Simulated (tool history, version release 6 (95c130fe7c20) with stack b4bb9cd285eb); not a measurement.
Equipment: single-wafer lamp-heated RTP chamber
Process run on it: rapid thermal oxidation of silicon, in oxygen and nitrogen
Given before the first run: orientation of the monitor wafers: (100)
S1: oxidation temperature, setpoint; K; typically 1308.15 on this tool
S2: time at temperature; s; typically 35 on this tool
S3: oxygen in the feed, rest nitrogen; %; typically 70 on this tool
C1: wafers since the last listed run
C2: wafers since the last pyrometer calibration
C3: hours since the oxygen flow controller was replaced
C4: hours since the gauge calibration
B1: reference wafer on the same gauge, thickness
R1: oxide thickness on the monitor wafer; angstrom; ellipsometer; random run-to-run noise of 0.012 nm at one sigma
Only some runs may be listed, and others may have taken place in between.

| run | day | S1 | S2 | S3 | C1 | C2 | C3 | C4 | B1 | R1 |
|---|---|---|---|---|---|---|---|---|---|---|
| 1 | 0 | 1308.15 | 35 | 70 | 0 | 101 | 3853.6 | 190.6 | 6.341 | 55.6 |
| 2 | 0.404 | 1308.15 | 35 | 70 | 55 | 156 | 3863.3 | 200.3 | 6.34 | 55.58 |
| 3 | 2.029 | 1308.15 | 35 | 91 | 221 | 378 | 3902.3 | 239.3 | 6.34 | 61.34 |
| 4 | 2.433 | 1308.15 | 35 | 91 | 55 | 433 | 3912 | 249 | 6.341 | 61.17 |
| 5 | 3.175 | 1308.15 | 35 | 91 | 101 | 535 | 3929.8 | 266.8 | 6.34 | 61.41 |
| 6 | 3.483 | 1290.15 | 35 | 50 | 42 | 577 | 3937.2 | 274.2 | 6.342 | 44.33 |
| 7 | 3.967 | 1308.15 | 35 | 70 | 66 | 643 | 3948.8 | 285.8 | 6.34 | 56.04 |
| 8 | 4.533 | 1308.15 | 35 | 70 | 77 | 720 | 3962.4 | 299.4 | 6.34 | 56.19 |
| 9 | 5.033 | 1298.15 | 35 | 70 | 68 | 788 | 3974.4 | 311.4 | 6.339 | 52.48 |
| 10 | 5.675 | 1298.15 | 35 | 70 | 87 | 876 | 3989.8 | 326.8 | 6.34 | 52.54 |
| 11 | 5.971 | 1298.15 | 35 | 70 | 40 | 916 | 3996.9 | 333.9 | 6.34 | 52.4 |
| 12 | 6.292 | 1308.15 | 35 | 70 | 43 | 960 | 4004.6 | 341.6 | 6.34 | 56.33 |
|  | 6.408 | gauge calibrated |
| 13 | 6.696 | 1308.15 | 35 | 70 | 55 | 1015 | 4014.3 | 6.9 | 6.339 | 56.14 |
| 14 | 7.271 | 1308.15 | 35 | 70 | 78 | 1094 | 4028.1 | 20.7 | 6.342 | 56.53 |
| 15 | 7.833 | 1308.15 | 35 | 70 | 76 | 1171 | 4041.6 | 34.2 | 6.34 | 56.71 |
| 16 | 8.354 | 1308.15 | 35 | 70 | 71 | 1242 | 4054.1 | 46.7 | 6.338 | 56.64 |
| 17 | 8.892 | 1308.15 | 35 | 70 | 73 | 1315 | 4067 | 59.6 | 6.34 | 56.79 |
| 18 | 9.508 | 1320.15 | 49 | 94 | 84 | 1399 | 4081.8 | 74.4 | 6.34 | 79.13 |
| 19 | 9.821 | 1308.15 | 35 | 70 | 42 | 1442 | 4089.3 | 81.9 | 6.342 | 56.96 |
|  | 10.525 | pyrometer window cleaned and pyrometer calibrated |
| 20 | 10.546 | 1279.15 | 35 | 70 | 53 | 2 | 4106.7 | 99.3 | 6.34 | 45.6 |
| 21 | 10.783 | 1308.15 | 35 | 70 | 32 | 35 | 4112.4 | 105 | 6.339 | 55.62 |
| 22 | 11.167 | 1308.15 | 19 | 97 | 52 | 87 | 4121.6 | 114.2 | 6.34 | 48.38 |
| 23 | 11.788 | 1279.15 | 21 | 70 | 84 | 172 | 4136.5 | 129.1 | 6.337 | 37.57 |
| 24 | 12.525 | 1308.15 | 28 | 55 | 100 | 273 | 4154.2 | 146.8 | 6.339 | 47.02 |
| 25 | 13.196 | 1335.15 | 35 | 80 | 91 | 364 | 4170.3 | 162.9 | 6.337 | 70.02 |
|  | 14.071 | oxygen flow controller replaced |
| 26 | 14.092 | 1308.15 | 18 | 45 | 76 | 441 | 0.5 | 184.4 | 6.342 | 37.18 |
| 27 | 14.267 | 1308.15 | 35 | 85 | 23 | 465 | 4.7 | 188.6 | 6.341 | 59.73 |
| 28 | 14.933 | 1323.15 | 43 | 70 | 91 | 556 | 20.7 | 204.6 | 6.339 | 68.06 |
| 29 | 15.675 | 1297.15 | 35 | 70 | 101 | 657 | 38.5 | 222.4 | 6.34 | 51.88 |
| 30 | 15.983 | 1308.15 | 19 | 97 | 42 | 699 | 45.9 | 229.8 | 6.337 | 48.68 |
| 31 | 16.458 | 1329.15 | 35 | 44 | 64 | 764 | 57.3 | 241.2 | 6.341 | 55.28 |
| 32 | 17.079 | 1287.15 | 43 | 57 | 84 | 849 | 72.2 | 256.1 | 6.339 | 49.33 |
| 33 | 17.433 | 1280.15 | 43 | 70 | 48 | 897 | 80.7 | 264.6 | 6.34 | 50.36 |
| 34 | 17.846 | 1308.15 | 35 | 70 | 56 | 954 | 90.6 | 274.5 | 6.34 | 56.35 |
| 35 | 18.479 | 1294.15 | 19 | 96 | 86 | 1040 | 105.8 | 289.7 | 6.34 | 44.41 |
| 36 | 19.067 | 1308.15 | 21 | 70 | 80 | 1120 | 119.9 | 303.8 | 6.342 | 45.69 |
| 37 | 19.446 | 1308.15 | 35 | 81 | 51 | 1172 | 129 | 312.9 | 6.339 | 59.46 |
| 38 | 20.1 | 1334.15 | 35 | 78 | 89 | 1262 | 144.7 | 328.6 | 6.34 | 70.23 |

Each row is a separate what-if for the run after 38, all from the same tool condition, not one after another. Results?
| A | 20.121 | 1308.15 | 20 | 70 | 2 | 1264 | 145.2 | 329.1 | ? | ? |
| B | 20.121 | 1336.15 | 30 | 79 | 2 | 1264 | 145.2 | 329.1 | ? | ? |
| C | 20.121 | 1297.15 | 35 | 87 | 2 | 1264 | 145.2 | 329.1 | ? | ? |
| D | 20.121 | 1337.15 | 35 | 70 | 2 | 1264 | 145.2 | 329.1 | ? | ? |

| run | B1 | R1 |
|---|---|---|
| A | 6.341 | 45 |
| B | 6.341 | 66.81 |
| C | 6.341 | 56.57 |
| D | 6.341 | 68.84 |
With the hidden condition removed and each run's random variation left untouched, the same runs would have given:
| run | R1 |
|---|---|
| A | 44.23 |
| B | 65.65 |
| C | 55.54 |
| D | 67.65 |
